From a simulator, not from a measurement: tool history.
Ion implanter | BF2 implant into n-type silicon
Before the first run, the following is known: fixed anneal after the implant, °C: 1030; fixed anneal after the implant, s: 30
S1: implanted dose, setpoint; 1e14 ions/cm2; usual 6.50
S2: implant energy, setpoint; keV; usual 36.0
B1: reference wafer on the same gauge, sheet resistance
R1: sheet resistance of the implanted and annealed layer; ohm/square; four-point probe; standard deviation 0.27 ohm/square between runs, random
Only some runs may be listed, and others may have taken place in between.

run 1 hour=0.0 | S1=6.50 S2=36.0 | B1=198.07 | R1=180.67
run 2 hour=27.6 | S1=6.50 S2=36.0 | B1=198.00 | R1=181.54
run 3 hour=56.9 | S1=6.50 S2=36.0 | B1=198.00 | R1=181.21
run 4 hour=84.1 | S1=6.50 S2=36.0 | B1=197.96 | R1=181.31
run 5 hour=109.0 | S1=6.50 S2=36.0 | B1=197.97 | R1=181.70
run 6 hour=129.1 | S1=6.08 S2=28.5 | B1=197.99 | R1=197.20
run 7 hour=154.1 | S1=6.08 S2=28.5 | B1=198.09 | R1=196.93
run 8 hour=172.3 | S1=6.08 S2=28.5 | B1=197.94 | R1=197.44
run 9 hour=185.0 | S1=6.50 S2=43.0 | B1=198.12 | R1=178.93
run 10 hour=214.6 | S1=6.50 S2=43.0 | B1=198.02 | R1=178.67
run 11 hour=240.0 | S1=5.95 S2=44.5 | B1=198.09 | R1=192.61
run 12 hour=261.1 | S1=7.58 S2=46.0 | B1=197.92 | R1=155.16
-- hour=270.8 gauge calibrated
-- hour=290.8 Faraday cup replaced and dose calibrated
run 13 hour=292.3 | S1=6.50 S2=41.0 | B1=198.10 | R1=175.73
run 14 hour=305.4 | S1=5.56 S2=39.5 | B1=197.95 | R1=201.92
run 15 hour=321.6 | S1=5.92 S2=31.0 | B1=198.02 | R1=195.94
run 16 hour=349.1 | S1=4.83 S2=44.5 | B1=198.03 | R1=225.50
-- hour=371.7 extraction supply calibrated
run 17 hour=379.2 | S1=8.03 S2=28.0 | B1=198.02 | R1=155.70
run 18 hour=401.1 | S1=6.50 S2=36.0 | B1=197.99 | R1=178.28
run 19 hour=432.6 | S1=6.50 S2=36.0 | B1=198.00 | R1=178.65
run 20 hour=459.3 | S1=4.59 S2=45.0 | B1=198.12 | R1=236.77
run 21 hour=487.4 | S1=8.03 S2=28.0 | B1=197.99 | R1=155.85

Predict each of these 5 candidate next runs independently; none follows another, all start after run 21:
run A hour=487.8 | S1=4.74 S2=36.0 | B1=? | R1=?
run B hour=487.8 | S1=5.97 S2=36.0 | B1=? | R1=?
run C hour=487.8 | S1=5.17 S2=36.0 | B1=? | R1=?
run D hour=487.8 | S1=5.45 S2=23.5 | B1=? | R1=?
run E hour=487.8 | S1=4.73 S2=39.5 | B1=? | R1=?

run=A B1=197.99 R1=234.06
run=B B1=197.99 R1=192.18
run=C B1=197.99 R1=217.35
run=D B1=197.99 R1=217.05
run=E B1=197.99 R1=232.70
Had the tool no hidden state, the same runs would have come out as:
run=A R1=232.44
run=B R1=190.85
run=C R1=215.84
run=D R1=215.62
run=E R1=231.10
